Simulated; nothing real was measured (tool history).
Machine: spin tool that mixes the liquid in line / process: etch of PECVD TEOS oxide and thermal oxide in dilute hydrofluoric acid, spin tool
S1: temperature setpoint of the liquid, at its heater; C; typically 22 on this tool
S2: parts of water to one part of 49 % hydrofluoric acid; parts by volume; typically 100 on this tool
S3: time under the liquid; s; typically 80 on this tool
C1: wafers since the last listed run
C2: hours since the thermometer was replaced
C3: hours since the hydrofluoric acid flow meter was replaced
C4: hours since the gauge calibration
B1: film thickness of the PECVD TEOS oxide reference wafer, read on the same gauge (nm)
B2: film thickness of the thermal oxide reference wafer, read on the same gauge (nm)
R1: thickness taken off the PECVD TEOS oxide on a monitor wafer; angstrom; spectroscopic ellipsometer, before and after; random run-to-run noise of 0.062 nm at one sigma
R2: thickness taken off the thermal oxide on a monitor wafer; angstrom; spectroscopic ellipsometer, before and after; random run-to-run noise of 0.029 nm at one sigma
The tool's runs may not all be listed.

| run | day | S1 | S2 | S3 | C1 | C2 | C3 | C4 | B1 | B2 | R1 | R2 |
|---|---|---|---|---|---|---|---|---|---|---|---|---|
| 1 | 0 | 22 | 130 | 80 | 0 | 844 | 1880 | 16.4 | 90.01 | 149.998 | 46.9 | 25.28 |
| 2 | 2.333 | 22 | 100 | 80 | 783 | 900 | 1936 | 72.4 | 90 | 149.993 | 64.8 | 34.03 |
| 3 | 3.983 | 22 | 100 | 80 | 553 | 939.6 | 1975.6 | 112 | 90.05 | 150.001 | 65.2 | 33.26 |
| 4 | 6.704 | 19 | 100 | 120 | 913 | 1004.9 | 2040.9 | 177.3 | 90.01 | 150.009 | 84.8 | 44.67 |
| 5 | 9.45 | 19 | 100 | 120 | 921 | 1070.8 | 2106.8 | 243.2 | 90.03 | 150.003 | 84.5 | 44.7 |
| 6 | 11.667 | 19 | 100 | 120 | 743 | 1124 | 2160 | 296.4 | 90 | 150.032 | 86.4 | 45 |
| 7 | 13.821 | 22 | 130 | 80 | 722 | 1175.7 | 2211.7 | 348.1 | 89.98 | 149.977 | 47 | 24.85 |
| 8 | 15.904 | 24.5 | 140 | 60 | 699 | 1225.7 | 2261.7 | 398.1 | 90.01 | 150.015 | 36.4 | 19.17 |
| 9 | 18.075 | 24.5 | 140 | 55 | 728 | 1277.8 | 2313.8 | 450.2 | 90.01 | 150.009 | 33.1 | 17.41 |
|  | 18.775 | hydrofluoric acid flow meter replaced |
| 10 | 20.417 | 22 | 100 | 80 | 771 | 1334 | 39.4 | 506.4 | 90.01 | 150.002 | 64.1 | 33.85 |
| 11 | 23.2 | 22 | 100 | 60 | 934 | 1400.8 | 106.2 | 573.2 | 89.99 | 149.999 | 48.5 | 25.85 |
| 12 | 25.621 | 22 | 100 | 55 | 812 | 1458.9 | 164.3 | 631.3 | 90.01 | 149.994 | 43.5 | 23.17 |
|  | 26.738 | thermometer replaced |
| 13 | 28.246 | 22 | 100 | 80 | 867 | 36.2 | 227.3 | 694.3 | 90 | 150.032 | 64.1 | 34.12 |
| 14 | 30.825 | 20.5 | 85 | 130 | 865 | 98.1 | 289.2 | 756.2 | 90.03 | 149.99 | 114.8 | 61.25 |
| 15 | 31.854 | 26.5 | 125 | 120 | 345 | 122.8 | 313.9 | 780.9 | 89.99 | 150.012 | 89.8 | 46.55 |
| 16 | 34.067 | 22 | 100 | 80 | 742 | 175.9 | 367 | 834 | 90.02 | 149.999 | 63.8 | 34.01 |
| 17 | 39.188 | 22 | 150 | 110 | 1718 | 298.8 | 489.9 | 956.9 | 90.03 | 149.998 | 56 | 29.51 |
| 18 | 41.683 | 25 | 100 | 80 | 837 | 358.7 | 549.8 | 1016.8 | 90.02 | 149.992 | 71.9 | 38.31 |
| 19 | 43.304 | 19 | 100 | 120 | 543 | 397.6 | 588.7 | 1055.7 | 89.99 | 149.986 | 86 | 44.09 |
| 20 | 45.45 | 22 | 100 | 80 | 720 | 449.1 | 640.2 | 1107.2 | 90.02 | 149.977 | 64.4 | 33.42 |
| 21 | 46.496 | 18.5 | 100 | 65 | 351 | 474.2 | 665.3 | 1132.3 | 89.96 | 150.006 | 44.6 | 23.93 |
| 22 | 47.608 | 22 | 100 | 80 | 373 | 500.9 | 692 | 1159 | 90 | 150.005 | 64.1 | 33.33 |
| 23 | 49.979 | 19 | 115 | 40 | 795 | 557.8 | 748.9 | 1215.9 | 90 | 149.991 | 24.3 | 12.7 |
| 24 | 51.45 | 22 | 100 | 80 | 493 | 593.1 | 784.2 | 1251.2 | 89.99 | 149.982 | 65.1 | 33.8 |
| 25 | 52.562 | 22 | 75 | 80 | 373 | 619.8 | 810.9 | 1277.9 | 89.97 | 150.023 | 87.5 | 46.65 |
| 26 | 55.029 | 22 | 100 | 130 | 827 | 679 | 870.1 | 1337.1 | 90 | 149.97 | 104.4 | 54.19 |

Consider 4 possible next runs. They are alternatives, not a sequence: every one starts from the tool as it was left by run 26. What does each give?
| A | 55.046 | 22 | 100 | 80 | 5 | 679.4 | 870.5 | 1337.5 | ? | ? | ? | ? |
| B | 55.046 | 26 | 65 | 105 | 5 | 679.4 | 870.5 | 1337.5 | ? | ? | ? | ? |
| C | 55.046 | 26 | 100 | 125 | 5 | 679.4 | 870.5 | 1337.5 | ? | ? | ? | ? |
| D | 55.046 | 22 | 115 | 45 | 5 | 679.4 | 870.5 | 1337.5 | ? | ? | ? | ? |

| run | B1 | B2 | R1 | R2 |
|---|---|---|---|---|
| A | 89.96 | 149.983 | 64.8 | 33.26 |
| B | 89.96 | 149.983 | 160.7 | 82.42 |
| C | 89.96 | 149.983 | 118.7 | 60.89 |
| D | 89.96 | 149.983 | 31.2 | 15.99 |
Without the tool's hidden state the same runs would have given:
| run | R1 | R2 |
|---|---|---|
| A | 64.8 | 33.26 |
| B | 160.7 | 82.42 |
| C | 118.7 | 60.89 |
| D | 31.2 | 15.99 |

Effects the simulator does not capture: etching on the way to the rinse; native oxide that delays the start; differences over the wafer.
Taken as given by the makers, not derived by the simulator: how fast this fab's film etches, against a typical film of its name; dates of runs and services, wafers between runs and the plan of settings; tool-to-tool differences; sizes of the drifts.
